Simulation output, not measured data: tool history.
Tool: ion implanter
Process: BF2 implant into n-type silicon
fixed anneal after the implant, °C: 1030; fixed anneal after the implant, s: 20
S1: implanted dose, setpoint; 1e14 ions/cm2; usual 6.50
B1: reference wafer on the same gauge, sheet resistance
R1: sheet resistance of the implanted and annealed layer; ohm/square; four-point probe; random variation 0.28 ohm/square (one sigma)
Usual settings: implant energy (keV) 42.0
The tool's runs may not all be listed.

Run 1, day 0.000: usual settings; B1 163.02. Result: R1 196.29 ohm/square.
At day 0.192: gauge calibrated.
Run 2, day 0.312: usual settings; B1 163.00. Result: R1 195.76 ohm/square.
Run 3, day 0.638: usual settings; B1 162.97. Result: R1 196.17 ohm/square.
Run 4, day 1.192: usual settings; B1 162.96. Result: R1 196.26 ohm/square.
Run 5, day 2.475: usual settings; B1 162.91. Result: R1 196.24 ohm/square.
Run 6, day 3.146: usual settings; B1 163.06. Result: R1 196.18 ohm/square.
Run 7, day 3.783: usual settings but S1 7.20 1e14 ions/cm2; B1 163.03. Result: R1 179.39 ohm/square.
Run 8, day 4.162: usual settings; B1 163.07. Result: R1 196.02 ohm/square.
At day 4.646: Faraday cup replaced and dose calibrated.
Run 9, day 4.667: usual settings; B1 163.07. Result: R1 187.69 ohm/square.
Run 10, day 5.325: usual settings; B1 162.98. Result: R1 187.96 ohm/square.
Run 11, day 5.700: usual settings but S1 5.68 1e14 ions/cm2; B1 162.95. Result: R1 211.02 ohm/square.
At day 6.183: gauge calibrated.
Run 12, day 6.346: usual settings but S1 5.68 1e14 ions/cm2; B1 163.05. Result: R1 210.65 ohm/square.
Run 13, day 6.921: usual settings but S1 5.68 1e14 ions/cm2; B1 163.02. Result: R1 211.15 ohm/square.
Run 14, day 7.479: usual settings but S1 5.83 1e14 ions/cm2, implant energy (keV) 54.0; B1 163.00. Result: R1 203.06 ohm/square.
Run 15, day 7.867: usual settings; B1 163.04. Result: R1 188.35 ohm/square.
Run 16, day 8.550: usual settings but S1 7.55 1e14 ions/cm2, implant energy (keV) 37.0; B1 162.98. Result: R1 169.15 ohm/square.
Run 17, day 9.004: usual settings; B1 163.03. Result: R1 188.88 ohm/square.
Run 18, day 9.412: usual settings but S1 5.37 1e14 ions/cm2; B1 162.96. Result: R1 222.51 ohm/square.
Run 19, day 10.138: usual settings but S1 5.61 1e14 ions/cm2, implant energy (keV) 49.0; B1 162.94. Result: R1 212.07 ohm/square.
At day 10.783: extraction supply calibrated.
Run 20, day 10.875: usual settings but S1 7.30 1e14 ions/cm2, implant energy (keV) 31.5; B1 162.92. Result: R1 179.50 ohm/square.
Run 21, day 11.250: usual settings but S1 8.05 1e14 ions/cm2, implant energy (keV) 53.5; B1 162.97. Result: R1 154.15 ohm/square.
Run 22, day 11.925: usual settings but S1 5.16 1e14 ions/cm2; B1 163.06. Result: R1 231.45 ohm/square.
Run 23, day 12.233: usual settings; B1 163.01. Result: R1 189.65 ohm/square.
Run 24, day 12.738: usual settings but S1 7.47 1e14 ions/cm2, implant energy (keV) 49.5; B1 162.90. Result: R1 165.81 ohm/square.
Run 25, day 13.246: usual settings but S1 8.33 1e14 ions/cm2; B1 162.94. Result: R1 154.30 ohm/square.
Run 26, day 13.721: usual settings but implant energy (keV) 49.0; B1 162.92. Result: R1 187.29 ohm/square.

4 ways to go on from here, each from the tool as it stands after run 26. What would each give?
Run A, day 13.738: usual settings but implant energy (keV) 53.0; B1 ?. Result: R1 ?.
Run B, day 13.738: usual settings but S1 4.91 1e14 ions/cm2; B1 ?. Result: R1 ?.
Run C, day 13.738: usual settings but S1 5.13 1e14 ions/cm2, implant energy (keV) 37.0; B1 ?. Result: R1 ?.
Run D, day 13.738: usual settings but S1 7.97 1e14 ions/cm2, implant energy (keV) 49.5; B1 ?. Result: R1 ?.

run      B1      R1
  A  163.05  185.93
  B  163.05  241.51
  C  163.05  235.31
  D  163.05  156.50
Without the tool's hidden state the same runs would have given:
run      R1
  A  183.39
  B  238.32
  C  232.22
  D  154.45
